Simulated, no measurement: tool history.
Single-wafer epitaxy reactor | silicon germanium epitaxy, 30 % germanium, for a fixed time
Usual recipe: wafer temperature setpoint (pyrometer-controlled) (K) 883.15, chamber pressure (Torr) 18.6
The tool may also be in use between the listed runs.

run,hour,wafer temperature setpoint (pyrometer-controlled) (K),chamber pressure (Torr),"read-back reference wafer on the same gauge, thickness_nm",mean film thickness on the monitor wafer (Å)
1,0,883.15,19.6,65.917,667.34
2,14.4,883.15,19.6,65.866,665.17
3,42.9,883.15,20.3,65.796,679.89
4,62.1,883.15,18.6,66.035,656.52
5,77.1,883.15,18.6,65.891,655.73
6,105.4,880.15,22,65.859,671.23
7,188.3,880.15,22,65.947,681.47
8,215.6,883.15,18.6,65.903,664.29
9,236.2,883.15,18.6,65.851,656.82
10,248.7,883.15,18.6,65.885,655.7
11,268.4,889.15,18.6,66.038,748.99
12,288.2,889.15,18.6,65.788,749.54
13,320.7,889.15,18.6,65.839,755.04
14,345.3,883.15,18.6,65.906,661.24
15,375.3,886.15,18.6,65.824,707.24
16,399,883.15,18.6,65.829,664.76
17,428,890.15,19.8,65.917,792.41
18,454.4,878.15,18.6,65.784,602.39
19,482.7,871.15,22.7,65.972,576.96
# hour 492: pyrometer calibrated
# hour 502.7: showerhead replaced
20,503.2,883.15,18.6,65.795,672.83
21,522.2,883.15,18.6,65.976,674.65
# hour 547.8: capacitance manometer re-zeroed and calibrated
22,548.3,892.15,15.9,65.769,708.49
# hour 562.2: gauge calibrated
23,573.3,875.15,22.9,65.866,612.46
24,601.5,883.15,18.6,65.862,643.98
25,616.1,869.15,22,65.952,530.57
26,637.4,883.15,18.6,66.036,645.81
27,658.7,896.15,14.4,66.073,736.65
28,680.9,872.15,20,65.835,533.59
29,699.1,898.15,16.7,65.952,824
30,711.9,883.15,15.1,66.042,582.07
31,743.2,876.15,18.6,65.85,561.3

Table of differences, measured result less the result of that run with no hidden state. Run-to-run variation is the same in both. Gauge scatter possibly is not:
Unlogged tool condition in this case: wafer temperature above the value expected at the setpoint (K); true pressure above the setpoint (%); gauge reads high (%).
run,mean film thickness on the monitor wafer (Å)
1,+7.67
2,+8.05
3,+9.08
4,+9.34
5,+9.79
6,+10.92
7,+13.95
8,+14.58
9,+15.15
10,+15.58
11,+18.64
12,+19.51
13,+21.1
14,+19.46
15,+22.13
16,+21.8
17,+27.46
18,+21.92
19,+22.08
20,+26.68
21,+27.64
22,+2.27
23,+1.97
24,+2.13
25,+1.78
26,+2.25
27,+2.67
28,+2.03
29,+3.28
30,+2.4
31,+2.53

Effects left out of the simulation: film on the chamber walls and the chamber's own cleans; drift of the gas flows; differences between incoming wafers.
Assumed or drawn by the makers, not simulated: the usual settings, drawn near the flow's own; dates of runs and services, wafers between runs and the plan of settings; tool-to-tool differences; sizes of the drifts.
